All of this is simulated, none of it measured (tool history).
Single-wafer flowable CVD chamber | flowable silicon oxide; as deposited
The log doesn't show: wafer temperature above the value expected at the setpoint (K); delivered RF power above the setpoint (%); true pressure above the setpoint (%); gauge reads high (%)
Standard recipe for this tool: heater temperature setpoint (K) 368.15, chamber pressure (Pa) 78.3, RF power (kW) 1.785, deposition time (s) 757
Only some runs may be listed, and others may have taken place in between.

| run | hour | heater temperature setpoint (K) | chamber pressure (Pa) | RF power (kW) | deposition time (s) | wafers since the last listed run | hours since the last thermocouple change | hours since the last RF generator calibration | hours since the last manometer calibration | hours since the showerhead was replaced | hours since the gauge calibration | read-back reference wafer on the same gauge, thickness_nm | mean film thickness on the monitor wafer (nm) |
|---|---|---|---|---|---|---|---|---|---|---|---|---|---|
| 1 | 0.0 | 374.15 | 78.3 | 1.785 | 757 | 0 | 2039.2 | 1055.0 | 1685.9 | 4296.4 | 209.2 | 271.617 | 282.536 |
| 2 | 28.5 | 374.15 | 78.3 | 1.785 | 757 | 52 | 2067.7 | 1083.5 | 1714.4 | 4324.9 | 237.7 | 271.926 | 286.764 |
| 3 | 243.2 | 368.15 | 78.3 | 1.785 | 720 | 395 | 2282.4 | 1298.2 | 1929.1 | 4539.6 | 452.4 | 272.995 | 324.504 |
|  | 295.0 | gauge calibrated |
| 4 | 302.7 | 368.15 | 78.3 | 1.785 | 720 | 109 | 2341.9 | 1357.7 | 1988.6 | 4599.1 | 7.7 | 267.549 | 316.020 |
|  | 335.4 | capacitance manometer re-zeroed and calibrated |
| 5 | 337.7 | 362.15 | 78.3 | 1.785 | 757 | 49 | 2376.9 | 1392.7 | 2.3 | 4634.1 | 42.7 | 269.129 | 397.936 |
|  | 347.5 | thermocouple changed; heater temperature recalibrated |
| 6 | 364.0 | 362.15 | 78.3 | 1.785 | 757 | 33 | 16.5 | 1419.0 | 28.6 | 4660.4 | 69.0 | 269.864 | 402.014 |
|  | 392.1 | RF generator calibrated |
| 7 | 406.2 | 362.15 | 78.3 | 1.785 | 757 | 62 | 58.7 | 14.1 | 70.8 | 4702.6 | 111.2 | 270.836 | 398.660 |
| 8 | 451.5 | 355.15 | 88.5 | 1.785 | 682 | 83 | 104.0 | 59.4 | 116.1 | 4747.9 | 156.5 | 270.449 | 491.127 |
| 9 | 482.5 | 368.15 | 73.3 | 1.785 | 832 | 57 | 135.0 | 90.4 | 147.1 | 4778.9 | 187.5 | 271.487 | 349.832 |
| 10 | 572.8 | 368.15 | 78.3 | 1.785 | 757 | 166 | 225.3 | 180.7 | 237.4 | 4869.2 | 277.8 | 272.469 | 341.251 |
|  | 586.1 | showerhead replaced |
| 11 | 639.2 | 368.15 | 78.3 | 1.785 | 828 | 107 | 291.7 | 247.1 | 303.8 | 53.1 | 344.2 | 273.111 | 374.226 |
| 12 | 704.3 | 364.15 | 78.3 | 1.785 | 757 | 119 | 356.8 | 312.2 | 368.9 | 118.2 | 409.3 | 272.571 | 380.233 |

Predict the results of run 13:
| 13 | 772.5 | 357.15 | 68.1 | 1.785 | 714 | 125 | 425.0 | 380.4 | 437.1 | 186.4 | 477.5 | ? | ? |

read-back reference wafer on the same gauge, thickness_nm: 273.897
mean film thickness on the monitor wafer (nm): 380.271
The same run, on a tool lacking any hidden state, would have yielded mean film thickness on the monitor wafer (nm) 372.309.
